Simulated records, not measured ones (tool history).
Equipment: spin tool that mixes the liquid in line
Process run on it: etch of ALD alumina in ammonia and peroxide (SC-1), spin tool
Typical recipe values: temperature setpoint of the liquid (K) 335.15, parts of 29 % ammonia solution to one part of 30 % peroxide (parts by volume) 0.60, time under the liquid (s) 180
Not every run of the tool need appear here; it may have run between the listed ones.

run    hour  temperature setpoint of the liquid (K)  parts of 29 % ammonia solution to one part of 30 % peroxide (parts by volume)  time under the liquid (s)  wafers since the last listed run  hours since the thermometer was replaced  hours since the ammonia flow meter was replaced  hours since the heated supply line was repaired  hours since the drum of ammonia solution was connected  hours since the gauge calibration  read-back film thickness of the ALD alumina reference wafer, read on the same gauge (nm)  thickness taken off the ALD alumina on a monitor wafer (angstrom)
  1     0.0                                  335.15                                                                           0.40                        180                                 0                                    2081.5                                           1057.8                                           1097.4                                                   140.7                              765.8                                                                                    119.97                                                              202.5
  2    56.6                                  335.15                                                                           0.40                        180                               379                                    2138.1                                           1114.4                                           1154.0                                                   197.3                              822.4                                                                                    119.98                                                              199.9
  3   181.4                                  335.15                                                                           0.60                        180                               835                                    2262.9                                           1239.2                                           1278.8                                                   322.1                              947.2                                                                                    120.01                                                              209.8
  4   221.3                                  335.15                                                                           0.60                        180                               267                                    2302.8                                           1279.1                                           1318.7                                                   362.0                              987.1                                                                                    119.99                                                              208.6
  5   258.5                                  335.15                                                                           0.60                        180                               249                                    2340.0                                           1316.3                                           1355.9                                                   399.2                             1024.3                                                                                    119.99                                                              210.4
  6   362.8                                  335.15                                                                           0.60                        180                               698                                    2444.3                                           1420.6                                           1460.2                                                   503.5                             1128.6                                                                                    120.00                                                              208.3
  7   427.4                                  335.15                                                                           0.60                        180                               432                                    2508.9                                           1485.2                                           1524.8                                                   568.1                             1193.2                                                                                    119.99                                                              208.3
  8   507.8                                  335.15                                                                           0.70                        180                               538                                    2589.3                                           1565.6                                           1605.2                                                   648.5                             1273.6                                                                                    120.00                                                              211.6
      542.3  -- gauge calibrated
  9   553.0                                  335.15                                                                           0.70                        180                               302                                    2634.5                                           1610.8                                           1650.4                                                   693.7                               10.7                                                                                    120.02                                                              212.0
 10   610.4                                  335.15                                                                           0.60                        180                               384                                    2691.9                                           1668.2                                           1707.8                                                   751.1                               68.1                                                                                    120.00                                                              210.0
 11   651.8                                  335.15                                                                           0.60                        105                               277                                    2733.3                                           1709.6                                           1749.2                                                   792.5                              109.5                                                                                    119.98                                                              122.2
      659.4  -- thermometer replaced
 12   694.6                                  335.15                                                                           0.35                        180                               279                                      35.2                                           1752.4                                           1792.0                                                   835.3                              152.3                                                                                    120.00                                                              186.5
 13   760.6                                  335.15                                                                           0.75                        145                               441                                     101.2                                           1818.4                                           1858.0                                                   901.3                              218.3                                                                                    120.00                                                              162.6
 14   835.5                                  341.65                                                                           0.60                        180                               501                                     176.1                                           1893.3                                           1932.9                                                   976.2                              293.2                                                                                    120.01                                                              270.4
 15   904.8                                  335.15                                                                           0.35                        250                               464                                     245.4                                           1962.6                                           2002.2                                                  1045.5                              362.5                                                                                    120.00                                                              261.5
      979.0  -- new drum of ammonia solution connected
 16  1000.8                                  335.15                                                                           0.60                        180                               636                                     341.4                                           2058.6                                           2098.2                                                    21.8                              458.5                                                                                    119.98                                                              197.2
 17  1046.0                                  331.65                                                                           0.35                        135                               302                                     386.6                                           2103.8                                           2143.4                                                    67.0                              503.7                                                                                    119.99                                                              116.8
     1140.1  -- ammonia flow meter replaced
 18  1143.6                                  335.15                                                                           0.80                        250                               646                                     484.2                                              3.5                                           2241.0                                                   164.6                              601.3                                                                                    120.00                                                              282.6
 19  1219.2                                  335.15                                                                           0.60                         85                               506                                     559.8                                             79.1                                           2316.6                                                   240.2                              676.9                                                                                    120.00                                                               93.0
     1318.0  -- heated supply line repaired
 20  1318.8                                  335.15                                                                           0.60                        180                               660                                     659.4                                            178.7                                              0.8                                                   339.8                              776.5                                                                                    120.02                                                              207.8
 21  1417.2                                  328.15                                                                           0.50                        240                               658                                     757.8                                            277.1                                             99.2                                                   438.2                              874.9                                                                                    119.99                                                              188.3
 22  1518.7                                  335.15                                                                           0.60                        180                               679                                     859.3                                            378.6                                            200.7                                                   539.7                              976.4                                                                                    120.02                                                              206.4
 23  1585.5                                  340.15                                                                           0.80                        110                               447                                     926.1                                            445.4                                            267.5                                                   606.5                             1043.2                                                                                    119.99                                                              166.6
 24  1652.6                                  335.15                                                                           0.85                        245                               449                                     993.2                                            512.5                                            334.6                                                   673.6                             1110.3                                                                                    119.99                                                              291.4
 25  1730.8                                  341.65                                                                           0.75                        140                               523                                    1071.4                                            590.7                                            412.8                                                   751.8                             1188.5                                                                                    120.00                                                              225.1

What if the next run were any one of these 4? Each begins from the tool's condition after run 25:
  A  1731.3                                  335.15                                                                           0.60                        180                                 3                                    1071.9                                            591.2                                            413.3                                                   752.3                             1189.0                                                                                         ?                                                                  ?
  B  1731.3                                  340.65                                                                           0.40                        135                                 3                                    1071.9                                            591.2                                            413.3                                                   752.3                             1189.0                                                                                         ?                                                                  ?
  C  1731.3                                  338.15                                                                           0.90                        250                                 3                                    1071.9                                            591.2                                            413.3                                                   752.3                             1189.0                                                                                         ?                                                                  ?
  D  1731.3                                  326.15                                                                           0.70                        245                                 3                                    1071.9                                            591.2                                            413.3                                                   752.3                             1189.0                                                                                         ?                                                                  ?

run  read-back film thickness of the ALD alumina reference wafer, read on the same gauge (nm)  thickness taken off the ALD alumina on a monitor wafer (angstrom)
  A                                                                                    120.02                                                              205.1
  B                                                                                    120.02                                                              194.5
  C                                                                                    120.02                                                              343.9
  D                                                                                    120.02                                                              177.1
Take away the tool's hidden state, keep each run's random variation, and the runs would have read:
run  thickness taken off the ALD alumina on a monitor wafer (angstrom)
  A                                                              202.8
  B                                                              192.4
  C                                                              340.1
  D                                                              175.0
